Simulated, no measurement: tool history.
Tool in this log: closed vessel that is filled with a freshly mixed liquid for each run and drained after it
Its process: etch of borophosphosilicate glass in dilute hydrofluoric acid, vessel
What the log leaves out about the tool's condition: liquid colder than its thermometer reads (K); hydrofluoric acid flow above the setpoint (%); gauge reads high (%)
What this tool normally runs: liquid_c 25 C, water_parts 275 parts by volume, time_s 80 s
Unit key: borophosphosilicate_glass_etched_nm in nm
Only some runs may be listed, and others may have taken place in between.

run	hour	liquid_c	water_parts	time_s	wafers since the last listed run	hours since the thermometer was replaced	hours since the hydrofluoric acid flow meter was replaced	hours since the gauge calibration	read-back film thickness of the borophosphosilicate glass reference wafer, read on the same gauge (nm)	borophosphosilicate_glass_etched_nm
1	0	23	275	80	0	1033	567.6	622.3	50	7.83
2	61.3	25	275	80	6858	1094.3	628.9	683.6	49.99	8.6
# hour 76.3: hydrofluoric acid flow meter replaced
3	129.4	25	275	80	7507	1162.4	53.1	751.7	49.99	7.72
4	196.7	25	275	80	7530	1229.7	120.4	819	50.01	7.94
5	247.6	29	275	80	5695	1280.6	171.3	869.9	50	9.1
6	276.5	29	275	80	3233	1309.5	200.2	898.8	49.99	9.02
7	314.2	28	275	105	4218	1347.2	237.9	936.5	49.99	11.8
8	383.2	28	275	105	7720	1416.2	306.9	1005.5	50	11.64
9	449.1	28	275	105	7373	1482.1	372.8	1071.4	50.01	11.93
10	499.5	28.5	215	80	5639	1532.5	423.2	1121.8	50.01	12.6
# hour 499.7: gauge calibrated
11	565.7	22.5	350	40	7407	1598.7	489.4	66	49.98	2.78
12	610.9	29	275	80	5057	1643.9	534.6	111.2	50	9.56
# hour 618.3: hydrofluoric acid flow meter replaced
13	645	25	365	80	3703	1678	26.7	145.3	50	5.34
14	721.9	25	275	125	8604	1754.9	103.6	222.2	50.02	12.32
15	759.9	30	360	120	4251	1792.9	141.6	260.2	50	9.86
16	824	25	275	80	7172	1857	205.7	324.3	50	7.98
17	854	25	345	35	3356	1887	235.7	354.3	49.99	2.6
18	900.1	28	190	45	5158	1933.1	281.8	400.4	50.01	7.97
19	968.6	27.5	215	80	7664	2001.6	350.3	468.9	50.02	12.08
20	1021.9	21.5	395	125	5963	2054.9	403.6	522.2	50.01	7.2
21	1064.9	25	275	80	4811	2097.9	446.6	565.2	50	8.31
22	1096.5	25	275	40	3535	2129.5	478.2	596.8	49.99	4.22
23	1146.4	27	200	30	5583	2179.4	528.1	646.7	49.99	5.03
# hour 1155: hydrofluoric acid flow meter replaced
# hour 1156: thermometer replaced
24	1187.9	20.5	385	100	4419	31.9	32.9	688.2	50	5.45
25	1256.7	28	275	105	7697	100.7	101.7	757	50.02	11.71
26	1352	23.5	275	80	10662	196	197	852.3	50	7.63
27	1418.6	25	275	80	7451	262.6	263.6	918.9	49.99	8.2
28	1468.3	29.5	175	50	5560	312.3	313.3	968.6	50.02	10.47
29	1535.2	27	150	80	7485	379.2	380.2	1035.5	50.01	18.7
30	1600.6	28.5	275	80	7317	444.6	445.6	1100.9	50	9.36
31	1649.1	23.5	405	55	5426	493.1	494.1	1149.4	50.01	3.35
32	1759.7	25	275	120	12374	603.7	604.7	1260	50.01	12.85

Consider 4 possible next runs. They are alternatives, not a sequence: every one starts from the tool as it was left by run 32. What does each give?
A	1760.4	25	205	80	78	604.4	605.4	1260.7	?	?
B	1760.4	29	225	80	78	604.4	605.4	1260.7	?	?
C	1760.4	25	355	105	78	604.4	605.4	1260.7	?	?
D	1760.4	23	160	130	78	604.4	605.4	1260.7	?	?

run	read-back film thickness of the borophosphosilicate glass reference wafer, read on the same gauge (nm)	borophosphosilicate_glass_etched_nm
A	49.99	12.46
B	49.99	12.83
C	49.99	8.19
D	49.99	25.18
Without the tool's unlogged condition, the same runs would have read:
run	borophosphosilicate_glass_etched_nm
A	11.18
B	11.48
C	7.28
D	22.7
